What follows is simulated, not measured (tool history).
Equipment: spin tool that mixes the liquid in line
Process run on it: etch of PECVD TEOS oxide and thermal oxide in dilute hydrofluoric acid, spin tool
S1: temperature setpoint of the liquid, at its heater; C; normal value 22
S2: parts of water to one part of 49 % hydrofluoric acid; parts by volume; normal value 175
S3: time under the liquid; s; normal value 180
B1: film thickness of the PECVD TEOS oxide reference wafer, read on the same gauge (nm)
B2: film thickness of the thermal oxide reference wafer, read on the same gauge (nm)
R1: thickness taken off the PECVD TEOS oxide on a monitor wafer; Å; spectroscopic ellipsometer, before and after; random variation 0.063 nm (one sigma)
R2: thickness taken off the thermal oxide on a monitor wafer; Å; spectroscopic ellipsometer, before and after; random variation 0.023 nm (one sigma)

run	hour	S1	S2	S3	B1	B2	R1	R2
1	0	22	175	180	60.01	99.98	153	48
2	48.3	22	175	180	60	99.981	152.5	48.11
3	97.6	22	175	180	60.01	100.014	152.2	48.53
4	138.8	22	175	180	60.02	100.003	153.2	48.42
5	208.4	22	175	180	59.98	99.995	153.9	49.01
6	275.1	18	215	240	59.99	100.017	137.6	44.14
7	330.9	25.5	225	265	59.99	99.992	190.7	61.38
8	392.4	17.5	175	180	60	99.998	131.4	41.45
# hour 399.1: hydrofluoric acid flow meter replaced
9	462.4	24.5	130	120	60.01	99.978	152.6	48.46
# hour 499.7: gauge calibrated
10	508.6	22	175	180	60	100.025	148.1	46.75
11	557.2	22	110	215	60	100.007	304.1	95.82
# hour 660.1: thermometer replaced
12	660.6	18.5	175	280	59.99	100.007	196.7	62.26
13	693.9	17.5	220	180	59.99	100.014	93.3	29.36
14	759.8	23.5	125	285	59.99	100.019	361.2	113.57
15	800.3	22	175	180	59.99	99.976	145.7	46.16
16	837.6	22	110	215	60.01	100.015	296.1	94.86
17	881.7	24	200	215	60	99.999	161.6	50.6
18	936.5	22	175	180	59.97	99.993	146.2	46.59
19	1002	22	175	180	60.01	99.993	146.4	46.7
20	1035	18.5	265	235	59.98	99.999	102.2	32.33
21	1075.8	22	175	180	59.97	99.977	148.6	46.77
22	1104.5	22	175	140	59.99	100.015	115	36.5
23	1138.3	22	175	180	59.99	100.003	149.1	47.22
24	1170.8	17	210	110	59.99	99.983	60.4	19.05
25	1221.2	22	175	180	60	100.026	150.3	46.94

Run 26, settings as shown, results not yet in. Your forecast:
26	1250	22	215	275	?	?	?	?

B1: 59.99
B2: 99.996
R1: 178 Å
R2: 56.17 Å
With the hidden condition absent and the run-to-run variation left alone, this run would have shown R1 167.7 Å, R2 52.92 Å.
